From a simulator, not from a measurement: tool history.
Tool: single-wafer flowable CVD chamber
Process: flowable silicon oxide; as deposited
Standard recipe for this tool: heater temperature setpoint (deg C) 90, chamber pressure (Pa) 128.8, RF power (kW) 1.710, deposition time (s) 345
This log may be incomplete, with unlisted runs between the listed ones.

run,hour,heater temperature setpoint (deg C),chamber pressure (Pa),RF power (kW),deposition time (s),wafers since the last listed run,hours since the last thermocouple change,hours since the last RF generator calibration,hours since the last manometer calibration,hours since the showerhead was replaced,hours since the gauge calibration,"read-back reference wafer on the same gauge, thickness_nm",mean film thickness on the monitor wafer (nm)
1,0.0,90,128.8,1.710,345,0,1990.8,0.4,1071.2,5977.9,847.8,349.996,370.088
2,24.9,90,128.8,1.710,345,174,2015.7,25.3,1096.1,6002.8,872.7,350.044,370.627
3,57.6,90,128.8,1.710,345,228,2048.4,58.0,1128.8,6035.5,905.4,350.053,369.320
4,76.8,90,128.8,1.710,345,134,2067.6,77.2,1148.0,6054.7,924.6,349.965,369.405
# hour 78.8: gauge calibrated
5,91.0,90,128.8,1.710,345,99,2081.8,91.4,1162.2,6068.9,12.2,350.002,370.787
6,114.3,90,128.8,1.710,345,162,2105.1,114.7,1185.5,6092.2,35.5,350.036,370.934
# hour 135.6: thermocouple changed; heater temperature recalibrated
7,136.1,90,128.8,1.710,345,96,0.5,136.5,1207.3,6114.0,57.3,349.930,370.511
8,162.6,90,128.8,1.710,345,185,27.0,163.0,1233.8,6140.5,83.8,349.936,369.553
9,194.2,90,128.8,1.710,312,220,58.6,194.6,1265.4,6172.1,115.4,350.149,335.521
10,215.5,90,159.3,1.920,325,148,79.9,215.9,1286.7,6193.4,136.7,350.098,434.182
11,243.2,80,115.5,1.710,305,193,107.6,243.6,1314.4,6221.1,164.4,350.048,382.854
12,275.9,94,118.8,1.545,345,228,140.3,276.3,1347.1,6253.8,197.1,349.925,299.342
13,292.7,90,140.1,1.710,345,117,157.1,293.1,1363.9,6270.6,213.9,350.012,402.406
14,305.0,90,160.9,1.525,280,85,169.4,305.4,1376.2,6282.9,226.2,349.996,366.254
# hour 322.1: capacitance manometer re-zeroed and calibrated
15,349.8,90,100.3,1.380,387,257,214.2,350.2,27.7,6327.7,271.0,349.913,304.647
# hour 364.4: showerhead replaced, of another model than before
16,384.7,90,128.8,1.985,305,188,249.1,385.1,62.6,20.3,305.9,349.941,330.071
17,413.7,103,140.3,1.710,396,202,278.1,414.1,91.6,49.3,334.9,350.012,302.478
18,432.7,81,138.7,1.875,376,132,297.1,433.1,110.6,68.3,353.9,349.962,538.564
19,461.8,90,128.8,1.710,345,203,326.2,462.2,139.7,97.4,383.0,350.047,360.674
20,493.7,102,141.3,1.710,289,223,358.1,494.1,171.6,129.3,414.9,349.986,230.755
21,511.3,90,128.8,1.445,345,123,375.7,511.7,189.2,146.9,432.5,349.837,348.475
22,529.0,85,139.3,1.520,409,123,393.4,529.4,206.9,164.6,450.2,349.955,509.626
23,559.1,90,128.8,1.710,345,210,423.5,559.5,237.0,194.7,480.3,349.906,361.558
24,573.9,79,128.8,1.810,308,103,438.3,574.3,251.8,209.5,495.1,349.926,438.868
25,587.3,90,128.8,2.020,386,93,451.7,587.7,265.2,222.9,508.5,349.885,419.672
26,607.2,78,128.8,1.890,301,139,471.6,607.6,285.1,242.8,528.4,349.955,442.206
27,692.5,90,128.8,1.710,345,596,556.9,692.9,370.4,328.1,613.7,349.867,363.788

Predict each of these 5 candidate next runs independently; none follows another, all start after run 27:
A,693.0,90,128.8,2.000,345,3,557.4,693.4,370.9,328.6,614.2,?,?
B,693.0,95,128.8,1.440,345,3,557.4,693.4,370.9,328.6,614.2,?,?
C,693.0,90,128.8,1.375,375,3,557.4,693.4,370.9,328.6,614.2,?,?
D,693.0,90,102.0,1.710,345,3,557.4,693.4,370.9,328.6,614.2,?,?
E,693.0,96,98.3,1.710,311,3,557.4,693.4,370.9,328.6,614.2,?,?

run,"read-back reference wafer on the same gauge, thickness_nm",mean film thickness on the monitor wafer (nm)
A,350.085,375.884
B,350.085,301.791
C,350.085,375.601
D,350.085,304.598
E,350.085,223.617
Without the tool's unlogged condition, the same runs would have read:
run,mean film thickness on the monitor wafer (nm)
A,372.415
B,299.006
C,372.135
D,301.647
E,221.451
